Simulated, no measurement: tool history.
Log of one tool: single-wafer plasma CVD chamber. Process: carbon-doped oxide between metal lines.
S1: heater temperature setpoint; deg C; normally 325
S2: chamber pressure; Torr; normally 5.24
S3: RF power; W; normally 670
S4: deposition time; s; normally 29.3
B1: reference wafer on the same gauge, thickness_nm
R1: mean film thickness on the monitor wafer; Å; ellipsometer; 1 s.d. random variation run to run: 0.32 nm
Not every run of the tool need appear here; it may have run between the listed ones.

Run 1, day 0.000: usual settings but S1 318 deg C; B1 170.970. Result: R1 1764.53 Å.
Run 2, day 0.967: usual settings; B1 171.025. Result: R1 1722.06 Å.
Run 3, day 2.054: usual settings; B1 171.032. Result: R1 1718.47 Å.
At day 2.508: RF generator calibrated.
Run 4, day 2.912: usual settings; B1 170.948. Result: R1 1751.18 Å.
Run 5, day 5.550: usual settings but S1 321 deg C; B1 171.032. Result: R1 1777.28 Å.
Run 6, day 6.246: usual settings but S1 321 deg C; B1 170.919. Result: R1 1771.01 Å.
Run 7, day 7.425: usual settings but S1 321 deg C; B1 170.934. Result: R1 1775.46 Å.
Run 8, day 8.771: usual settings but S1 311 deg C, S2 4.16 Torr, S3 745 W, S4 25.2 s; B1 171.149. Result: R1 1717.00 Å.
Run 9, day 9.450: usual settings but S1 319 deg C, S2 4.87 Torr; B1 171.010. Result: R1 1776.85 Å.
Run 10, day 10.812: usual settings but S1 337 deg C, S2 6.39 Torr; B1 171.048. Result: R1 1707.28 Å.
Run 11, day 12.292: usual settings; B1 171.120. Result: R1 1749.47 Å.
Run 12, day 13.021: usual settings but S1 311 deg C, S2 4.16 Torr, S3 745 W, S4 25.2 s; B1 171.043. Result: R1 1704.38 Å.
At day 13.354: showerhead replaced.
Run 13, day 14.104: usual settings; B1 171.014. Result: R1 1747.39 Å.
Run 14, day 14.904: usual settings but S2 5.65 Torr; B1 171.048. Result: R1 1760.33 Å.
At day 15.304: thermocouple changed; heater temperature recalibrated.
At day 16.000: gauge calibrated.
At day 16.488: capacitance manometer re-zeroed and calibrated.
Run 15, day 16.508: usual settings but S1 330 deg C, S2 4.70 Torr, S3 600 W; B1 171.055. Result: R1 1559.77 Å.
Run 16, day 17.054: usual settings but S3 565 W, S4 23.5 s; B1 171.001. Result: R1 1224.01 Å.
Run 17, day 18.146: usual settings but S1 316 deg C, S2 5.75 Torr, S3 710 W, S4 34.6 s; B1 170.974. Result: R1 2301.80 Å.
Run 18, day 19.646: usual settings but S3 710 W, S4 27.0 s; B1 171.055. Result: R1 1724.71 Å.
Run 19, day 21.054: usual settings but S3 775 W; B1 170.949. Result: R1 2006.30 Å.
Run 20, day 22.008: usual settings but S3 595 W; B1 171.002. Result: R1 1586.51 Å.
Run 21, day 23.462: usual settings but S2 4.49 Torr, S3 595 W, S4 34.0 s; B1 170.958. Result: R1 1810.53 Å.
Run 22, day 24.025: usual settings but S1 329 deg C, S2 4.22 Torr, S3 715 W, S4 35.0 s; B1 170.907. Result: R1 2159.20 Å.
Run 23, day 24.554: usual settings but S1 321 deg C; B1 171.022. Result: R1 1802.39 Å.
Run 24, day 25.288: usual settings but S1 333 deg C, S4 34.1 s; B1 171.015. Result: R1 1996.86 Å.
Run 25, day 25.862: usual settings but S3 730 W; B1 171.009. Result: R1 1905.80 Å.
Run 26, day 26.496: usual settings but S1 318 deg C, S3 715 W; B1 171.015. Result: R1 1925.32 Å.
Run 27, day 27.029: usual settings but S1 339 deg C, S3 600 W, S4 31.2 s; B1 171.030. Result: R1 1617.50 Å.
Run 28, day 28.354: usual settings but S3 735 W; B1 171.012. Result: R1 1910.28 Å.

Here are 4 independent what-if runs from the current tool condition. What would each one return?
Run A, day 28.371: usual settings but S1 317 deg C; B1 ?. Result: R1 ?.
Run B, day 28.371: usual settings but S1 335 deg C, S4 27.3 s; B1 ?. Result: R1 ?.
Run C, day 28.371: usual settings but S1 316 deg C, S2 5.71 Torr, S4 25.9 s; B1 ?. Result: R1 ?.
Run D, day 28.371: usual settings but S1 319 deg C; B1 ?. Result: R1 ?.

run       B1       R1
  A  170.910  1823.76
  B  170.910  1588.92
  C  170.910  1634.94
  D  170.910  1809.09
What these runs would have given with no unlogged condition in the tool:
run       R1
  A  1862.08
  B  1616.97
  C  1669.65
  D  1845.44
